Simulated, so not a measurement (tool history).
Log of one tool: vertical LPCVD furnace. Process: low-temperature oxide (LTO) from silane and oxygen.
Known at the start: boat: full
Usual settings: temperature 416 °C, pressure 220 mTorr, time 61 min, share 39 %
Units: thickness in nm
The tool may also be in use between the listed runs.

run,hour,temperature,pressure,time,share,"read-back reference wafer on the same gauge, thickness",thickness
1,0,416,220,61,39,644.12,545.63
2,61.8,416,220,61,39,644.17,546.55
3,109.6,416,220,61,39,643.88,545.71
4,153.4,416,220,61,39,643.91,549.39
5,306.8,416,220,61,39,643.93,546.94
# hour 367.8: silane flow controller replaced
6,376.2,416,220,61,39,644.04,561.89
7,523.4,416,220,61,39,643.75,558.73
8,581.1,416,220,61,39,643.99,557.98
9,627.4,416,220,61,39,644.09,559.85
10,670.6,416,220,61,39,644.13,558.49
11,700.5,416,220,61,39,643.9,554.91
# hour 732.6: gauge calibrated
12,742.3,424,195,69.5,42,644.12,665.43
13,774.1,427,165,37,39,644,283.98
14,817.3,416,220,72.5,39,644.01,663.81
15,882,416,265,61,43,643.97,746.95
16,949.8,416,220,61,39,644.08,555.82
17,1002.5,416,220,61,39,643.85,555.03
# hour 1071.5: pressure gauge zeroed
18,1072,416,240,61,44,643.65,692.78
19,1099.7,421,270,61,39,643.96,720.01
20,1124.3,404,270,61,39,643.82,600.76
21,1192.2,412,220,61,43,644.07,593.28
22,1241.9,405,220,38,35,643.86,267.11
23,1294.3,423,265,84,34,644.01,832.41
24,1346.8,423,220,76,44,644.03,844.44
25,1414.7,425,275,61,43,643.81,842.81
26,1455.2,409,220,61,39,644.02,512.96
27,1482.9,416,245,51,39,643.96,515.36
28,1514,416,220,75.5,46,643.74,817.89
29,1574.4,416,220,61,39,644.02,551.75
30,1602.6,407,185,81.5,45,644.12,663.07
31,1627.7,416,240,61,39,644.04,600.56

Forecast each of these 4 alternatives for the next run:
A,1632.9,416,220,61,39,?,?
B,1632.9,416,240,43.5,46,?,?
C,1632.9,424,265,39,39,?,?
D,1632.9,419,220,61,39,?,?

run,"read-back reference wafer on the same gauge, thickness",thickness
A,644.22,550.81
B,644.22,513.09
C,644.22,460.77
D,644.22,568.34
Without the tool's hidden state the same runs would have given:
run,thickness
A,562.33
B,520.64
C,470.2
D,580.13
